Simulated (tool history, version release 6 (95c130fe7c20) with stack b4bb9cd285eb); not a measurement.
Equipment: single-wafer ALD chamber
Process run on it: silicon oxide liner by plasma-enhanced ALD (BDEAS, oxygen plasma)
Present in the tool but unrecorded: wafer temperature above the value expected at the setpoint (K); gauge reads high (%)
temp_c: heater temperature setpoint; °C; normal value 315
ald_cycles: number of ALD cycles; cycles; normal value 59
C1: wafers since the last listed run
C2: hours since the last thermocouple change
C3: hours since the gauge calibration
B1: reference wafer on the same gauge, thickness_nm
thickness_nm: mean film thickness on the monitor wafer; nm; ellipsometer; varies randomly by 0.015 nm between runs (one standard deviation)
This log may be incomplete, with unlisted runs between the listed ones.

run 1 hour=0 | temp_c=312 ald_cycles=63 | C1=0 C2=2623.1 C3=75.8 | B1=4.741 | thickness_nm=6.256
run 2 hour=9.3 | temp_c=312 ald_cycles=63 | C1=53 C2=2632.4 C3=85.1 | B1=4.739 | thickness_nm=6.237
run 3 hour=48.4 | temp_c=304 ald_cycles=59 | C1=223 C2=2671.5 C3=124.2 | B1=4.74 | thickness_nm=5.931
run 4 hour=63.7 | temp_c=315 ald_cycles=59 | C1=87 C2=2686.8 C3=139.5 | B1=4.74 | thickness_nm=5.832
run 5 hour=79.3 | temp_c=315 ald_cycles=59 | C1=89 C2=2702.4 C3=155.1 | B1=4.739 | thickness_nm=5.815
run 6 hour=93.5 | temp_c=315 ald_cycles=59 | C1=81 C2=2716.6 C3=169.3 | B1=4.741 | thickness_nm=5.796
-- hour=98.1 gauge calibrated
run 7 hour=106.1 | temp_c=315 ald_cycles=59 | C1=71 C2=2729.2 C3=8 | B1=4.741 | thickness_nm=5.816
run 8 hour=120.1 | temp_c=305 ald_cycles=65 | C1=79 C2=2743.2 C3=22 | B1=4.74 | thickness_nm=6.487
run 9 hour=129 | temp_c=305 ald_cycles=65 | C1=50 C2=2752.1 C3=30.9 | B1=4.739 | thickness_nm=6.493
-- hour=149.7 thermocouple changed; heater temperature recalibrated
run 10 hour=150.2 | temp_c=305 ald_cycles=65 | C1=75 C2=0.5 C3=52.1 | B1=4.74 | thickness_nm=6.527
run 11 hour=158.8 | temp_c=315 ald_cycles=59 | C1=49 C2=9.1 C3=60.7 | B1=4.741 | thickness_nm=5.844
run 12 hour=166.9 | temp_c=306 ald_cycles=54 | C1=46 C2=17.2 C3=68.8 | B1=4.74 | thickness_nm=5.408
run 13 hour=175.7 | temp_c=306 ald_cycles=54 | C1=50 C2=26 C3=77.6 | B1=4.739 | thickness_nm=5.369
run 14 hour=192.7 | temp_c=305 ald_cycles=69 | C1=97 C2=43 C3=94.6 | B1=4.74 | thickness_nm=6.909
run 15 hour=199 | temp_c=307 ald_cycles=68 | C1=35 C2=49.3 C3=100.9 | B1=4.74 | thickness_nm=6.771

Predict the results of run 16:
run 16 hour=213.3 | temp_c=309 ald_cycles=59 | C1=81 C2=63.6 C3=115.2 | B1=? | thickness_nm=?

{"run 16": {"B1": 4.739, "thickness_nm": 5.897}}
With the hidden condition absent and the run-to-run variation left alone, this run would have shown thickness_nm 5.897 nm.
